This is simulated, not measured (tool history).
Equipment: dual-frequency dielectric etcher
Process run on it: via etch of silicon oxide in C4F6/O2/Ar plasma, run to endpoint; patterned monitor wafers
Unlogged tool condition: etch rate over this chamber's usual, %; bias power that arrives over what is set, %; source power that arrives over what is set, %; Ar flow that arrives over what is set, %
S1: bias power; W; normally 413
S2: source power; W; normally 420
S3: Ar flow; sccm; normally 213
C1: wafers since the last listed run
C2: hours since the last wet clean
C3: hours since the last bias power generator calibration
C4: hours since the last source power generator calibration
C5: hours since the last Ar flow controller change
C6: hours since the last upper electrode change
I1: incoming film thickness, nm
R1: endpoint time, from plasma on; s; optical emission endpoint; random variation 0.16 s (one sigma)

| run | hour | S1 | S2 | S3 | C1 | C2 | C3 | C4 | C5 | C6 | I1 | R1 |
|---|---|---|---|---|---|---|---|---|---|---|---|---|
| 1 | 0 | 493 | 420 | 189 | 0 | 117.7 | 1972.9 | 1191.8 | 3755.8 | 2226.9 | 161 | 30.5 |
| 2 | 50.7 | 493 | 420 | 189 | 603 | 168.4 | 2023.6 | 1242.5 | 3806.5 | 2277.6 | 163.1 | 30.9 |
| 3 | 92.8 | 413 | 420 | 213 | 500 | 210.5 | 2065.7 | 1284.6 | 3848.6 | 2319.7 | 161.3 | 33.7 |
|  | 108.5 | Ar flow controller replaced |
| 4 | 123.1 | 413 | 420 | 213 | 289 | 240.8 | 2096 | 1314.9 | 14.6 | 2350 | 164 | 33.9 |
| 5 | 150.1 | 413 | 420 | 213 | 321 | 267.8 | 2123 | 1341.9 | 41.6 | 2377 | 161 | 33.2 |
| 6 | 184.3 | 413 | 420 | 213 | 406 | 302 | 2157.2 | 1376.1 | 75.8 | 2411.2 | 162.5 | 33.3 |
| 7 | 259.2 | 413 | 420 | 213 | 891 | 376.9 | 2232.1 | 1451 | 150.7 | 2486.1 | 161.8 | 33.2 |
| 8 | 292.6 | 413 | 420 | 213 | 397 | 410.3 | 2265.5 | 1484.4 | 184.1 | 2519.5 | 163 | 33.3 |
| 9 | 331.4 | 413 | 420 | 213 | 461 | 449.1 | 2304.3 | 1523.2 | 222.9 | 2558.3 | 161.7 | 33 |
|  | 343.9 | source power generator calibrated |
|  | 410.9 | wet clean of the chamber |
| 10 | 411.4 | 413 | 420 | 213 | 618 | 0.5 | 2384.3 | 67.5 | 302.9 | 2638.3 | 160.8 | 33.8 |
| 11 | 424.7 | 447 | 420 | 213 | 158 | 13.8 | 2397.6 | 80.8 | 316.2 | 2651.6 | 159.9 | 32.7 |
| 12 | 458.7 | 413 | 420 | 162 | 404 | 47.8 | 2431.6 | 114.8 | 350.2 | 2685.6 | 162.7 | 33.4 |
| 13 | 485.9 | 413 | 420 | 162 | 323 | 75 | 2458.8 | 142 | 377.4 | 2712.8 | 161.9 | 33 |
| 14 | 539.7 | 365 | 420 | 213 | 640 | 128.8 | 2512.6 | 195.8 | 431.2 | 2766.6 | 161.2 | 35.4 |
| 15 | 583.1 | 487 | 420 | 234 | 516 | 172.2 | 2556 | 239.2 | 474.6 | 2810 | 163.8 | 31.9 |
| 16 | 617.5 | 356 | 420 | 213 | 409 | 206.6 | 2590.4 | 273.6 | 509 | 2844.4 | 159.9 | 35.5 |
|  | 665.2 | upper electrode replaced, of another model than before |
| 17 | 668.4 | 413 | 420 | 213 | 320 | 257.5 | 2641.3 | 324.5 | 559.9 | 3.2 | 161.9 | 33.4 |
|  | 682 | bias power generator calibrated |
| 18 | 709.2 | 500 | 510 | 198 | 437 | 298.3 | 27.2 | 365.3 | 600.7 | 44 | 162.2 | 27.5 |
| 19 | 749.9 | 413 | 420 | 213 | 484 | 339 | 67.9 | 406 | 641.4 | 84.7 | 161.3 | 33 |
| 20 | 812.9 | 413 | 500 | 213 | 749 | 402 | 130.9 | 469 | 704.4 | 147.7 | 161.4 | 30.5 |
| 21 | 869.8 | 493 | 420 | 213 | 676 | 458.9 | 187.8 | 525.9 | 761.3 | 204.6 | 162 | 29.8 |
| 22 | 921.8 | 463 | 330 | 213 | 618 | 510.9 | 239.8 | 577.9 | 813.3 | 256.6 | 161.5 | 33.6 |
| 23 | 946.3 | 413 | 420 | 246 | 291 | 535.4 | 264.3 | 602.4 | 837.8 | 281.1 | 162.5 | 33.2 |
| 24 | 979.3 | 413 | 420 | 213 | 392 | 568.4 | 297.3 | 635.4 | 870.8 | 314.1 | 161.8 | 32.4 |
| 25 | 1012.3 | 413 | 420 | 250 | 392 | 601.4 | 330.3 | 668.4 | 903.8 | 347.1 | 161.9 | 32.9 |
| 26 | 1042.6 | 377 | 340 | 188 | 360 | 631.7 | 360.6 | 698.7 | 934.1 | 377.4 | 161.4 | 36.7 |
|  | 1077.8 | wet clean of the chamber |
| 27 | 1081.4 | 447 | 420 | 213 | 176 | 3.6 | 399.4 | 737.5 | 972.9 | 416.2 | 163.9 | 32.7 |
| 28 | 1143.6 | 447 | 420 | 213 | 739 | 65.8 | 461.6 | 799.7 | 1035.1 | 478.4 | 161.7 | 31.8 |

Below are 5 alternative next runs, each starting from the tool's condition after run 28. Predict each:
| A | 1144 | 413 | 420 | 213 | 4 | 66.2 | 462 | 800.1 | 1035.5 | 478.8 | 161.5 | ? |
| B | 1144 | 489 | 360 | 186 | 4 | 66.2 | 462 | 800.1 | 1035.5 | 478.8 | 161.5 | ? |
| C | 1144 | 413 | 480 | 213 | 4 | 66.2 | 462 | 800.1 | 1035.5 | 478.8 | 161.5 | ? |
| D | 1144 | 413 | 490 | 168 | 4 | 66.2 | 462 | 800.1 | 1035.5 | 478.8 | 161.5 | ? |
| E | 1144 | 413 | 490 | 242 | 4 | 66.2 | 462 | 800.1 | 1035.5 | 478.8 | 161.5 | ? |

| run | R1 |
|---|---|
| A | 33.6 |
| B | 32 |
| C | 31.8 |
| D | 30.7 |
| E | 32 |
Without the tool's hidden state the same runs would have given:
| run | R1 |
|---|---|
| A | 34.1 |
| B | 32.4 |
| C | 32.2 |
| D | 31.1 |
| E | 32.4 |
